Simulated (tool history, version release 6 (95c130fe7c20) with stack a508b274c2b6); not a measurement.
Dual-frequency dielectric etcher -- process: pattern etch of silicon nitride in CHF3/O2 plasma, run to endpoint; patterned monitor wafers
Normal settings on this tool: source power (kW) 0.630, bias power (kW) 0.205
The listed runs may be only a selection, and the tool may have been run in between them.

run      day  source power (kW)  bias power (kW)  wafers since the last listed run  hours since the last wet clean  hours since the last source power generator calibration  hours since the last bias power generator calibration  hours since the last upper electrode change  incoming incoming film thickness, nm  endpoint time (s)
  1    0.000              0.630            0.205                                 0                             0.8                                                   1996.3                                                 3686.0                                       2907.3                                  84.8               55.6
  2    4.292              0.720            0.205                              1244                           103.8                                                   2099.3                                                 3789.0                                       3010.3                                  84.1               52.1
  3    6.192              0.720            0.205                               550                           149.4                                                   2144.9                                                 3834.6                                       3055.9                                  84.3               52.1
  4    8.962              0.720            0.205                               803                           215.9                                                   2211.4                                                 3901.1                                       3122.4                                  83.9               52.6
  5   10.658              0.630            0.205                               491                           256.6                                                   2252.1                                                 3941.8                                       3163.1                                  84.1               55.2
  6   12.846              0.630            0.205                               634                           309.1                                                   2304.6                                                 3994.3                                       3215.6                                  84.6               56.4
  7   16.050              0.630            0.205                               929                           386.0                                                   2381.5                                                 4071.2                                       3292.5                                  83.8               55.2
  8   18.433              0.520            0.205                               691                           443.2                                                   2438.7                                                 4128.4                                       3349.7                                  84.2               59.1
      23.096  -- wet clean of the chamber
  9   23.117              0.520            0.205                              1067                             0.5                                                   2551.1                                                 4240.8                                       3462.1                                  84.2               59.8
 10   25.046              0.630            0.179                               559                            46.8                                                   2597.4                                                 4287.1                                       3508.4                                  84.4               59.7
 11   28.046              0.630            0.179                               869                           118.8                                                   2669.4                                                 4359.1                                       3580.4                                  84.7               60.3
 12   31.662              0.670            0.205                              1048                           205.6                                                   2756.2                                                 4445.9                                       3667.2                                  84.6               56.6
      35.588  -- bias power generator calibrated
 13   35.608              0.550            0.228                              1095                           300.3                                                   2850.9                                                    0.5                                       3761.9                                  84.0               58.2
 14   38.650              0.550            0.228                               881                           373.3                                                   2923.9                                                   73.5                                       3834.9                                  83.7               57.6
 15   45.696              0.550            0.228                              2042                           542.4                                                   3093.0                                                  242.6                                       4004.0                                  84.6               58.8
 16   47.758              0.700            0.205                               598                           591.9                                                   3142.5                                                  292.1                                       4053.5                                  83.3               55.8
      49.217  -- wet clean of the chamber, repeated, since the last time left the tool worse
 17   49.304              0.760            0.189                               158                             2.1                                                   3179.6                                                  329.2                                       4090.6                                  83.6               52.2
      52.238  -- upper electrode replaced
 18   52.992              0.630            0.205                               779                            90.6                                                   3268.1                                                  417.7                                         18.1                                  83.6               54.5
 19   56.592              0.630            0.205                              1043                           177.0                                                   3354.5                                                  504.1                                        104.5                                  84.9               55.8
 20   60.667              0.780            0.247                              1181                           274.8                                                   3452.3                                                  601.9                                        202.3                                  84.0               47.8
 21   62.975              0.740            0.205                               669                           330.2                                                   3507.7                                                  657.3                                        257.7                                  84.2               51.8
      65.133  -- source power generator calibrated
 22   65.154              0.480            0.234                               583                           382.5                                                      0.5                                                  709.6                                        310.0                                  84.6               57.8
 23   68.496              0.740            0.163                               968                           462.7                                                     80.7                                                  789.8                                        390.2                                  84.6               58.3
      70.146  -- wet clean of the chamber
 24   72.612              0.750            0.225                               903                            59.2                                                    179.5                                                  888.6                                        489.0                                  83.7               48.5
 25   74.567              0.630            0.205                               566                           106.1                                                    226.4                                                  935.5                                        535.9                                  84.6               54.9
 26   78.858              0.470            0.159                              1244                           209.1                                                    329.4                                                 1038.5                                        638.9                                  84.2               66.5
      90.325  -- wet clean of the chamber
 27   91.479              0.470            0.155                              3369                            27.7                                                    632.3                                                 1341.4                                        941.8                                  83.1               66.8
 28   94.662              0.540            0.164                               923                           104.1                                                    708.7                                                 1417.8                                       1018.2                                  84.4               63.2
 29   97.108              0.630            0.205                               709                           162.8                                                    767.4                                                 1476.5                                       1076.9                                  84.0               54.5
 30   99.062              0.670            0.205                               566                           209.7                                                    814.3                                                 1523.4                                       1123.8                                  85.5               54.2
 31  102.438              0.630            0.205                               978                           290.7                                                    895.3                                                 1604.4                                       1204.8                                  84.6               55.1
 32  106.412              0.770            0.205                              1152                           386.1                                                    990.7                                                 1699.8                                       1300.2                                  84.0               51.2

Consider 5 possible next runs. They are alternatives, not a sequence: every one starts from the tool as it was left by run 32. What does each give?
  A  106.429              0.630            0.205                                 4                           386.5                                                    991.1                                                 1700.2                                       1300.6                                  84.4                  ?
  B  106.429              0.700            0.236                                 4                           386.5                                                    991.1                                                 1700.2                                       1300.6                                  84.4                  ?
  C  106.429              0.770            0.225                                 4                           386.5                                                    991.1                                                 1700.2                                       1300.6                                  84.4                  ?
  D  106.429              0.540            0.176                                 4                           386.5                                                    991.1                                                 1700.2                                       1300.6                                  84.4                  ?
  E  106.429              0.760            0.161                                 4                           386.5                                                    991.1                                                 1700.2                                       1300.6                                  84.4                  ?

run  endpoint time (s)
  A               55.4
  B               50.4
  C               49.6
  D               62.2
  E               57.0
Without the tool's hidden state the same runs would have given:
run  endpoint time (s)
  A               54.3
  B               49.4
  C               48.7
  D               61.1
  E               55.9
